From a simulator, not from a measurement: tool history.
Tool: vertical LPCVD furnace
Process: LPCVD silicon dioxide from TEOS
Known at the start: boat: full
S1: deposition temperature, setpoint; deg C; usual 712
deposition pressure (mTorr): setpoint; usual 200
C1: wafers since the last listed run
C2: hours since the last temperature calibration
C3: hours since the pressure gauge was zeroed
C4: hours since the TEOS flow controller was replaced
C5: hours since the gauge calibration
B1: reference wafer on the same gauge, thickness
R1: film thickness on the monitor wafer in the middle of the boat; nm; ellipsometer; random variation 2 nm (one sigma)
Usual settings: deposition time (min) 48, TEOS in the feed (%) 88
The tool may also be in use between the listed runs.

run 1 hour=0 | S1=712 deposition_pressure_(mTorr)=200 deposition_time_(min)=48 TEOS_in_the_feed_(%)=88 | C1=0 C2=3152.4 C3=3937.1 C4=3944.2 C5=159.1 | B1=404.89 | R1=397.05
run 2 hour=15.2 | S1=712 deposition_pressure_(mTorr)=200 deposition_time_(min)=48 TEOS_in_the_feed_(%)=88 | C1=211 C2=3167.6 C3=3952.3 C4=3959.4 C5=174.3 | B1=404.21 | R1=394.73
-- hour=50.9 pressure gauge zeroed
run 3 hour=51.4 | S1=712 deposition_pressure_(mTorr)=200 deposition_time_(min)=48 TEOS_in_the_feed_(%)=88 | C1=170 C2=3203.8 C3=0.5 C4=3995.6 C5=210.5 | B1=404.37 | R1=395
run 4 hour=56.3 | S1=712 deposition_pressure_(mTorr)=200 deposition_time_(min)=48 TEOS_in_the_feed_(%)=88 | C1=68 C2=3208.7 C3=5.4 C4=4000.5 C5=215.4 | B1=404.8 | R1=396.35
run 5 hour=71.5 | S1=712 deposition_pressure_(mTorr)=200 deposition_time_(min)=48 TEOS_in_the_feed_(%)=88 | C1=211 C2=3223.9 C3=20.6 C4=4015.7 C5=230.6 | B1=405.35 | R1=394.34
run 6 hour=81.8 | S1=712 deposition_pressure_(mTorr)=200 deposition_time_(min)=48 TEOS_in_the_feed_(%)=88 | C1=143 C2=3234.2 C3=30.9 C4=4026 C5=240.9 | B1=404.38 | R1=391.96
run 7 hour=100.5 | S1=712 deposition_pressure_(mTorr)=200 deposition_time_(min)=48 TEOS_in_the_feed_(%)=88 | C1=260 C2=3252.9 C3=49.6 C4=4044.7 C5=259.6 | B1=404.64 | R1=394.51
-- hour=135.7 thermocouples replaced and temperature profile calibrated
-- hour=154 TEOS flow controller replaced
run 8 hour=154.5 | S1=712 deposition_pressure_(mTorr)=200 deposition_time_(min)=48 TEOS_in_the_feed_(%)=88 | C1=163 C2=18.8 C3=103.6 C4=0.5 C5=313.6 | B1=404.85 | R1=396.42
run 9 hour=159.4 | S1=715 deposition_pressure_(mTorr)=225 deposition_time_(min)=48 TEOS_in_the_feed_(%)=88 | C1=68 C2=23.7 C3=108.5 C4=5.4 C5=318.5 | B1=404.34 | R1=446.39
run 10 hour=164.3 | S1=712 deposition_pressure_(mTorr)=200 deposition_time_(min)=48 TEOS_in_the_feed_(%)=88 | C1=68 C2=28.6 C3=113.4 C4=10.3 C5=323.4 | B1=404.89 | R1=396.33
run 11 hour=170.3 | S1=705 deposition_pressure_(mTorr)=200 deposition_time_(min)=48 TEOS_in_the_feed_(%)=93 | C1=83 C2=34.6 C3=119.4 C4=16.3 C5=329.4 | B1=405.12 | R1=349.65
run 12 hour=179.1 | S1=712 deposition_pressure_(mTorr)=235 deposition_time_(min)=65 TEOS_in_the_feed_(%)=81 | C1=122 C2=43.4 C3=128.2 C4=25.1 C5=338.2 | B1=405.66 | R1=553.5
run 13 hour=188.5 | S1=712 deposition_pressure_(mTorr)=200 deposition_time_(min)=34.5 TEOS_in_the_feed_(%)=75 | C1=131 C2=52.8 C3=137.6 C4=34.5 C5=347.6 | B1=404.78 | R1=260.35
run 14 hour=208.6 | S1=712 deposition_pressure_(mTorr)=200 deposition_time_(min)=48 TEOS_in_the_feed_(%)=88 | C1=280 C2=72.9 C3=157.7 C4=54.6 C5=367.7 | B1=404.54 | R1=396.97
run 15 hour=222.2 | S1=712 deposition_pressure_(mTorr)=200 deposition_time_(min)=48 TEOS_in_the_feed_(%)=88 | C1=189 C2=86.5 C3=171.3 C4=68.2 C5=381.3 | B1=404.71 | R1=394.41
-- hour=227.1 gauge calibrated
run 16 hour=233.7 | S1=712 deposition_pressure_(mTorr)=200 deposition_time_(min)=58 TEOS_in_the_feed_(%)=88 | C1=160 C2=98 C3=182.8 C4=79.7 C5=6.6 | B1=405.28 | R1=481.58
run 17 hour=241.2 | S1=712 deposition_pressure_(mTorr)=200 deposition_time_(min)=57.5 TEOS_in_the_feed_(%)=88 | C1=104 C2=105.5 C3=190.3 C4=87.2 C5=14.1 | B1=404.91 | R1=469.3
run 18 hour=260.2 | S1=712 deposition_pressure_(mTorr)=220 deposition_time_(min)=48 TEOS_in_the_feed_(%)=88 | C1=264 C2=124.5 C3=209.3 C4=106.2 C5=33.1 | B1=404.52 | R1=415.69
run 19 hour=269.7 | S1=703 deposition_pressure_(mTorr)=200 deposition_time_(min)=67 TEOS_in_the_feed_(%)=88 | C1=132 C2=134 C3=218.8 C4=115.7 C5=42.6 | B1=405.44 | R1=454.7
run 20 hour=281.2 | S1=712 deposition_pressure_(mTorr)=170 deposition_time_(min)=48 TEOS_in_the_feed_(%)=73 | C1=160 C2=145.5 C3=230.3 C4=127.2 C5=54.1 | B1=404.97 | R1=334.21
run 21 hour=301 | S1=717 deposition_pressure_(mTorr)=245 deposition_time_(min)=48 TEOS_in_the_feed_(%)=97 | C1=276 C2=165.3 C3=250.1 C4=147 C5=73.9 | B1=405.09 | R1=515.41
run 22 hour=342.9 | S1=705 deposition_pressure_(mTorr)=200 deposition_time_(min)=48 TEOS_in_the_feed_(%)=80 | C1=584 C2=207.2 C3=292 C4=188.9 C5=115.8 | B1=405.15 | R1=321.28
run 23 hour=362.6 | S1=720 deposition_pressure_(mTorr)=160 deposition_time_(min)=29 TEOS_in_the_feed_(%)=88 | C1=274 C2=226.9 C3=311.7 C4=208.6 C5=135.5 | B1=405.13 | R1=254.34
run 24 hour=376.4 | S1=712 deposition_pressure_(mTorr)=175 deposition_time_(min)=63.5 TEOS_in_the_feed_(%)=75 | C1=192 C2=240.7 C3=325.5 C4=222.4 C5=149.3 | B1=405.2 | R1=454.26
run 25 hour=388.5 | S1=712 deposition_pressure_(mTorr)=200 deposition_time_(min)=39 TEOS_in_the_feed_(%)=83 | C1=168 C2=252.8 C3=337.6 C4=234.5 C5=161.4 | B1=404.62 | R1=312.24
run 26 hour=406 | S1=707 deposition_pressure_(mTorr)=200 deposition_time_(min)=60.5 TEOS_in_the_feed_(%)=97 | C1=243 C2=270.3 C3=355.1 C4=252 C5=178.9 | B1=405.22 | R1=465.47
run 27 hour=429.8 | S1=712 deposition_pressure_(mTorr)=200 deposition_time_(min)=48 TEOS_in_the_feed_(%)=88 | C1=331 C2=294.1 C3=378.9 C4=275.8 C5=202.7 | B1=405.42 | R1=394.44
run 28 hour=437.6 | S1=701 deposition_pressure_(mTorr)=185 deposition_time_(min)=48 TEOS_in_the_feed_(%)=97 | C1=108 C2=301.9 C3=386.7 C4=283.6 C5=210.5 | B1=405.77 | R1=310.12
run 29 hour=453.7 | S1=712 deposition_pressure_(mTorr)=170 deposition_time_(min)=48 TEOS_in_the_feed_(%)=88 | C1=224 C2=318 C3=402.8 C4=299.7 C5=226.6 | B1=404.63 | R1=364.34
run 30 hour=469.4 | S1=716 deposition_pressure_(mTorr)=200 deposition_time_(min)=48 TEOS_in_the_feed_(%)=88 | C1=218 C2=333.7 C3=418.5 C4=315.4 C5=242.3 | B1=404.75 | R1=432.92

Forecast each of these 5 alternatives for the next run:
run A hour=474.4 | S1=712 deposition_pressure_(mTorr)=240 deposition_time_(min)=48 TEOS_in_the_feed_(%)=88 | C1=69 C2=338.7 C3=423.5 C4=320.4 C5=247.3 | B1=? | R1=?
run B hour=474.4 | S1=712 deposition_pressure_(mTorr)=200 deposition_time_(min)=55 TEOS_in_the_feed_(%)=97 | C1=69 C2=338.7 C3=423.5 C4=320.4 C5=247.3 | B1=? | R1=?
run C hour=474.4 | S1=704 deposition_pressure_(mTorr)=165 deposition_time_(min)=58.5 TEOS_in_the_feed_(%)=88 | C1=69 C2=338.7 C3=423.5 C4=320.4 C5=247.3 | B1=? | R1=?
run D hour=474.4 | S1=700 deposition_pressure_(mTorr)=245 deposition_time_(min)=48 TEOS_in_the_feed_(%)=88 | C1=69 C2=338.7 C3=423.5 C4=320.4 C5=247.3 | B1=? | R1=?
run E hour=474.4 | S1=712 deposition_pressure_(mTorr)=200 deposition_time_(min)=33 TEOS_in_the_feed_(%)=88 | C1=69 C2=338.7 C3=423.5 C4=320.4 C5=247.3 | B1=? | R1=?

run=A B1=405.36 R1=435.53
run=B B1=405.36 R1=478.29
run=C B1=405.36 R1=366.51
run=D B1=405.36 R1=334.02
run=E B1=405.36 R1=273.34
Without the tool's hidden state the same runs would have given:
run=A R1=435.53
run=B R1=478.29
run=C R1=366.51
run=D R1=334.02
run=E R1=273.34
